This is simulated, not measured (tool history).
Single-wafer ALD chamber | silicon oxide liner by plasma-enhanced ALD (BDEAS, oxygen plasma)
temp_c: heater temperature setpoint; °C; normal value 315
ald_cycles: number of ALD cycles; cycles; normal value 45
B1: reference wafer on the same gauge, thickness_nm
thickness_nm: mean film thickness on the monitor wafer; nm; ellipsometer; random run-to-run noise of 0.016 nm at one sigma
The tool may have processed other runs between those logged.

run 1 hour=0 | temp_c=315 ald_cycles=50 | B1=4.342 | thickness_nm=4.412
-- hour=18.2 gauge calibrated
run 2 hour=47.9 | temp_c=315 ald_cycles=45 | B1=4.42 | thickness_nm=4.023
run 3 hour=61.9 | temp_c=315 ald_cycles=45 | B1=4.419 | thickness_nm=4.017
run 4 hour=97.8 | temp_c=315 ald_cycles=45 | B1=4.42 | thickness_nm=4.019
run 5 hour=125.3 | temp_c=315 ald_cycles=45 | B1=4.413 | thickness_nm=4.024
run 6 hour=160.9 | temp_c=315 ald_cycles=45 | B1=4.411 | thickness_nm=3.995
run 7 hour=173.5 | temp_c=315 ald_cycles=45 | B1=4.406 | thickness_nm=4.015
run 8 hour=188.9 | temp_c=315 ald_cycles=45 | B1=4.397 | thickness_nm=3.999
run 9 hour=212.4 | temp_c=315 ald_cycles=45 | B1=4.397 | thickness_nm=3.991
run 10 hour=239 | temp_c=315 ald_cycles=45 | B1=4.387 | thickness_nm=3.994
-- hour=248.8 thermocouple changed; heater temperature recalibrated
run 11 hour=262.5 | temp_c=315 ald_cycles=45 | B1=4.39 | thickness_nm=3.993
run 12 hour=289.2 | temp_c=315 ald_cycles=45 | B1=4.382 | thickness_nm=4.002
run 13 hour=308.2 | temp_c=315 ald_cycles=45 | B1=4.376 | thickness_nm=3.993
run 14 hour=328.4 | temp_c=320 ald_cycles=45 | B1=4.373 | thickness_nm=3.977
-- hour=340.3 gauge calibrated
run 15 hour=348.5 | temp_c=315 ald_cycles=45 | B1=4.415 | thickness_nm=4.005
run 16 hour=378.7 | temp_c=309 ald_cycles=41 | B1=4.414 | thickness_nm=3.69
run 17 hour=398.7 | temp_c=315 ald_cycles=45 | B1=4.413 | thickness_nm=4.01
run 18 hour=425.2 | temp_c=325 ald_cycles=52 | B1=4.399 | thickness_nm=4.559
run 19 hour=460.7 | temp_c=303 ald_cycles=38 | B1=4.404 | thickness_nm=3.446
run 20 hour=480.8 | temp_c=315 ald_cycles=53 | B1=4.392 | thickness_nm=4.684
run 21 hour=512.5 | temp_c=320 ald_cycles=52 | B1=4.388 | thickness_nm=4.606
run 22 hour=548.1 | temp_c=315 ald_cycles=45 | B1=4.379 | thickness_nm=3.976
run 23 hour=576 | temp_c=328 ald_cycles=38 | B1=4.378 | thickness_nm=3.288
run 24 hour=605.9 | temp_c=326 ald_cycles=54 | B1=4.364 | thickness_nm=4.705
run 25 hour=628.2 | temp_c=315 ald_cycles=39 | B1=4.362 | thickness_nm=3.428
run 26 hour=645.3 | temp_c=315 ald_cycles=45 | B1=4.368 | thickness_nm=3.965
run 27 hour=672.4 | temp_c=320 ald_cycles=49 | B1=4.349 | thickness_nm=4.302
-- hour=688.1 gauge calibrated
run 28 hour=689.7 | temp_c=303 ald_cycles=38 | B1=4.403 | thickness_nm=3.439

Predict each of these 3 candidate next runs independently; none follows another, all start after run 28:
run A hour=690.2 | temp_c=321 ald_cycles=45 | B1=? | thickness_nm=?
run B hour=690.2 | temp_c=326 ald_cycles=39 | B1=? | thickness_nm=?
run C hour=690.2 | temp_c=315 ald_cycles=40 | B1=? | thickness_nm=?

run=A B1=4.4 thickness_nm=3.98
run=B B1=4.4 thickness_nm=3.422
run=C B1=4.4 thickness_nm=3.573
With no hidden state in the tool, these same runs would have given:
run=A thickness_nm=3.991
run=B thickness_nm=3.431
run=C thickness_nm=3.582

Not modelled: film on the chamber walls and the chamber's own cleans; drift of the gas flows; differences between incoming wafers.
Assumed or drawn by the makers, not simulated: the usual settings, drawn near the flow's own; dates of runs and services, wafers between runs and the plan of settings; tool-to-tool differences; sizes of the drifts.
